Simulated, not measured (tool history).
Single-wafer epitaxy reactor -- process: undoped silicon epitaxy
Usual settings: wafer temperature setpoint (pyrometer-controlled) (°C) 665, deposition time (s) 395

| run | day | wafer temperature setpoint (pyrometer-controlled) (°C) | deposition time (s) | wafers since the last listed run | hours since the last pyrometer calibration | hours since the gauge calibration | read-back reference wafer on the same gauge, thickness_nm | mean film thickness on the monitor wafer (angstrom) |
|---|---|---|---|---|---|---|---|---|
| 1 | 0.000 | 661 | 395 | 0 | 1453.4 | 1136.3 | 91.933 | 809.54 |
| 2 | 3.996 | 665 | 395 | 531 | 1549.3 | 1232.2 | 91.908 | 870.59 |
| 3 | 8.275 | 665 | 395 | 569 | 1652.0 | 1334.9 | 91.908 | 866.36 |
| 4 | 12.404 | 671 | 395 | 549 | 1751.1 | 1434.0 | 91.852 | 970.60 |
| 5 | 14.912 | 671 | 395 | 333 | 1811.3 | 1494.2 | 92.001 | 966.56 |
| 6 | 27.038 | 671 | 395 | 1612 | 2102.3 | 1785.2 | 91.916 | 965.25 |
| 7 | 31.425 | 665 | 395 | 583 | 2207.6 | 1890.5 | 91.983 | 862.37 |
| 8 | 34.917 | 665 | 395 | 464 | 2291.4 | 1974.3 | 91.788 | 862.77 |
| 9 | 38.062 | 665 | 395 | 418 | 2366.9 | 2049.8 | 91.919 | 858.99 |
| 10 | 39.675 | 665 | 395 | 214 | 2405.6 | 2088.5 | 91.949 | 856.49 |
| 11 | 42.712 | 665 | 395 | 403 | 2478.5 | 2161.4 | 91.808 | 853.89 |
| 12 | 52.954 | 665 | 395 | 1362 | 2724.3 | 2407.2 | 91.874 | 853.36 |
| 13 | 57.129 | 665 | 395 | 555 | 2824.5 | 2507.4 | 91.820 | 856.60 |
| 14 | 59.333 | 665 | 395 | 293 | 2877.4 | 2560.3 | 91.806 | 853.14 |
| 15 | 62.371 | 665 | 395 | 403 | 2950.3 | 2633.2 | 91.869 | 850.63 |
| 16 | 65.004 | 657 | 358 | 350 | 3013.5 | 2696.4 | 91.935 | 660.98 |
|  | 66.167 | gauge calibrated |
| 17 | 68.667 | 665 | 439 | 487 | 3101.4 | 60.0 | 91.951 | 940.00 |
|  | 69.600 | pyrometer calibrated |
| 18 | 74.150 | 665 | 439 | 684 | 109.2 | 191.6 | 91.914 | 1030.22 |
| 19 | 75.688 | 675 | 460 | 204 | 146.1 | 228.5 | 91.920 | 1296.69 |
| 20 | 77.912 | 651 | 425 | 295 | 199.5 | 281.9 | 91.906 | 766.36 |
| 21 | 80.138 | 674 | 420 | 295 | 252.9 | 335.3 | 91.869 | 1157.86 |
| 22 | 84.538 | 672 | 395 | 585 | 358.5 | 440.9 | 91.956 | 1053.51 |
| 23 | 87.279 | 660 | 455 | 364 | 424.3 | 506.7 | 91.852 | 971.93 |
| 24 | 88.962 | 671 | 424 | 223 | 464.7 | 547.1 | 91.872 | 1110.17 |
| 25 | 91.733 | 665 | 395 | 368 | 531.2 | 613.6 | 91.888 | 924.66 |
|  | 93.096 | pyrometer calibrated, repeated, since the last time left the tool worse |
| 26 | 94.596 | 665 | 395 | 336 | 36.0 | 682.3 | 91.872 | 876.50 |
| 27 | 96.950 | 665 | 443 | 313 | 92.5 | 738.8 | 91.930 | 983.51 |
| 28 | 100.104 | 661 | 333 | 419 | 168.2 | 814.5 | 91.917 | 684.81 |
| 29 | 103.312 | 665 | 440 | 426 | 245.2 | 891.5 | 91.826 | 971.30 |
| 30 | 107.646 | 656 | 331 | 576 | 349.2 | 995.5 | 91.941 | 621.54 |
| 31 | 109.258 | 665 | 344 | 214 | 387.9 | 1034.2 | 91.928 | 760.95 |
| 32 | 111.888 | 660 | 418 | 349 | 451.0 | 1097.3 | 91.872 | 844.84 |
| 33 | 114.196 | 674 | 451 | 307 | 506.4 | 1152.7 | 91.936 | 1177.74 |
| 34 | 117.550 | 665 | 395 | 446 | 586.9 | 1233.2 | 91.899 | 877.39 |
| 35 | 121.238 | 665 | 395 | 490 | 675.4 | 1321.7 | 91.921 | 872.91 |
| 36 | 123.558 | 678 | 446 | 308 | 731.1 | 1377.4 | 91.865 | 1251.41 |

How the hidden state differs across the entries between the runs, from the last listed run before each to the first after it:
From run 16 to run 17: gauge calibrated (day 66.167)
  wafer temperature above the value expected at the setpoint (K): -1.76 -> -1.85
  measured value less the no-hidden-state value, mean film thickness on the monitor wafer (angstrom): -22.31 -> -32.97
From run 17 to run 18: pyrometer calibrated (day 69.600)
  wafer temperature above the value expected at the setpoint (K): -1.85 -> 2.86
  measured value less the no-hidden-state value, mean film thickness on the monitor wafer (angstrom): -32.97 -> +53.16
From run 25 to run 26: pyrometer calibrated, repeated, since the last time left the tool worse (day 93.096)
  wafer temperature above the value expected at the setpoint (K): 2.81 -> -0.113
  measured value less the no-hidden-state value, mean film thickness on the monitor wafer (angstrom): +46.94 -> -1.83
